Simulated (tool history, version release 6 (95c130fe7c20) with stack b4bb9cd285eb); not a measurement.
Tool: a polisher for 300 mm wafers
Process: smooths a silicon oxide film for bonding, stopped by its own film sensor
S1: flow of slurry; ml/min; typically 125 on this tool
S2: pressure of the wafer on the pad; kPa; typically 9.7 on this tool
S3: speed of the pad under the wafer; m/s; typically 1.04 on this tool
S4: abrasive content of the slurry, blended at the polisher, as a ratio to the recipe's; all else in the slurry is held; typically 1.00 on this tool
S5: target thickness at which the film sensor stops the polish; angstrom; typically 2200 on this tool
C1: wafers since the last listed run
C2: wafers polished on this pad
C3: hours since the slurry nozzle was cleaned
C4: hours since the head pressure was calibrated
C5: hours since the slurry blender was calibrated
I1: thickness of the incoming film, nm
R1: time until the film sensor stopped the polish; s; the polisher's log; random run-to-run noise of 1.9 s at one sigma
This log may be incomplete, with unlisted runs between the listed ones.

run,hour,S1,S2,S3,S4,S5,C1,C2,C3,C4,C5,I1,R1
1,0.0,125,9.7,1.04,1.00,2200,0,1048,139.3,457.1,198.2,279.7,99.6
2,64.6,125,9.7,1.04,1.00,2200,398,1447,203.9,521.7,262.8,282.2,107.4
# hour 82.6: head pressure recalibrated
3,117.1,125,9.7,1.04,1.00,2200,311,1758,256.4,34.5,315.3,280.9,105.1
4,154.9,110,9.7,0.94,1.00,2200,233,1992,294.2,72.3,353.1,278.9,114.9
5,202.3,125,9.7,1.04,1.00,2150,292,2284,341.6,119.7,400.5,283.1,122.5
# hour 248.9: worn pad replaced by a new one
# hour 283.5: slurry blender recalibrated
6,310.0,125,9.7,1.04,1.00,2150,627,365,449.3,227.4,26.5,278.7,122.5
7,390.8,125,9.7,1.04,1.10,2200,498,863,530.1,308.2,107.3,274.6,101.7
8,429.3,90,9.7,1.04,1.00,2200,237,1101,568.6,346.7,145.8,279.2,124.1
# hour 441.0: slurry nozzle cleaned
9,469.6,90,9.7,1.04,1.00,2200,242,1344,28.6,387.0,186.1,280.3,124.6
# hour 524.7: worn pad replaced by a new one, repeated, since the last time left the tool worse
10,525.2,90,9.7,1.04,1.00,2200,318,3,84.2,442.6,241.7,275.2,98.5
# hour 527.7: head pressure recalibrated
11,598.8,125,9.7,1.04,1.00,2290,441,445,157.8,71.1,315.3,274.0,75.9
12,698.1,125,9.7,1.04,1.00,2290,612,1058,257.1,170.4,414.6,278.0,85.9
# hour 718.8: slurry blender recalibrated
13,739.8,125,9.7,1.04,1.00,2200,245,1303,298.8,212.1,21.0,280.2,103.4
14,792.9,150,6.9,1.04,0.70,2070,327,1631,351.9,265.2,74.1,283.9,228.4
15,868.5,105,7.6,0.94,1.00,2010,466,2097,427.5,340.8,149.7,282.1,209.5
16,948.1,125,7.6,1.36,0.90,2340,491,2589,507.1,420.4,229.3,283.6,100.4
# hour 963.7: worn pad replaced by a new one
17,1020.4,125,7.6,1.04,1.00,2350,421,349,579.4,492.7,301.6,281.9,100.4
# hour 1024.5: head pressure recalibrated
18,1066.8,125,9.7,0.70,0.85,2270,274,624,625.8,42.3,348.0,279.5,134.5
# hour 1143.4: slurry blender recalibrated
19,1160.1,125,9.7,1.04,1.25,2200,563,1187,719.1,135.6,16.7,279.8,94.3
# hour 1174.5: slurry nozzle cleaned
20,1235.7,105,11.0,0.72,0.80,2200,460,1648,61.2,211.2,92.3,280.7,145.1
# hour 1332.3: worn pad replaced by a new one
21,1334.9,125,13.1,1.04,1.00,2120,587,16,160.4,310.4,191.5,277.3,81.7
22,1399.7,125,9.7,1.04,1.00,2200,400,416,225.2,375.2,256.3,280.8,102.4
23,1461.1,155,13.1,0.80,0.80,2200,379,795,286.6,436.6,317.7,274.8,94.6
# hour 1498.0: head pressure recalibrated
24,1518.2,125,9.7,1.04,1.00,2200,340,1135,343.7,20.2,374.8,283.0,108.2
25,1585.5,145,9.7,1.04,1.00,2200,415,1550,411.0,87.5,442.1,280.5,101.7
# hour 1605.6: slurry blender recalibrated
26,1625.3,125,9.7,1.04,1.00,2200,233,1784,450.8,127.3,19.7,277.8,102.3
27,1679.3,125,6.9,1.04,1.00,2140,333,2117,504.8,181.3,73.7,280.0,162.5
# hour 1700.9: worn pad replaced by a new one
28,1745.0,125,9.7,1.04,1.15,2280,380,272,570.5,247.0,139.4,280.3,83.4
# hour 1847.4: slurry nozzle cleaned
29,1847.9,125,12.4,1.04,1.00,2320,629,901,0.5,349.9,242.3,276.1,59.1

For some of the steps in R1 from one run to the next: how much would appear even if the tool had no hidden state, given the settings, what came in and random variation, and how much remains for the hidden state plus any gauge scatter that the measured result and the result without hidden state don't share?
The hidden state here: removal rate lost through wear of the pad, %; slurry flow missing at the pad, %; deviation of the head's pressure from its setpoint, %; abrasive missing from the slurry, %.
Run 9 -> 10: worn pad replaced by a new one, repeated, since the last time left the tool worse. R1 -26.1 s: hidden state -17.0, all else -9.1.
Run 13 -> 14: S1 125 -> 150, S2 9.7 -> 6.9, S4 1.00 -> 0.70, S5 2200 -> 2070. R1 +125.0 s: hidden state +6.3, all else +118.7.
Run 15 -> 16: S1 105 -> 125, S3 0.94 -> 1.36, S4 1.00 -> 0.90, S5 2010 -> 2340. R1 -109.1 s: hidden state -4.1, all else -105.0.
Run 27 -> 28: S2 6.9 -> 9.7, S4 1.00 -> 1.15, S5 2140 -> 2280, worn pad replaced by a new one. R1 -79.1 s: hidden state -9.0, all else -70.1.
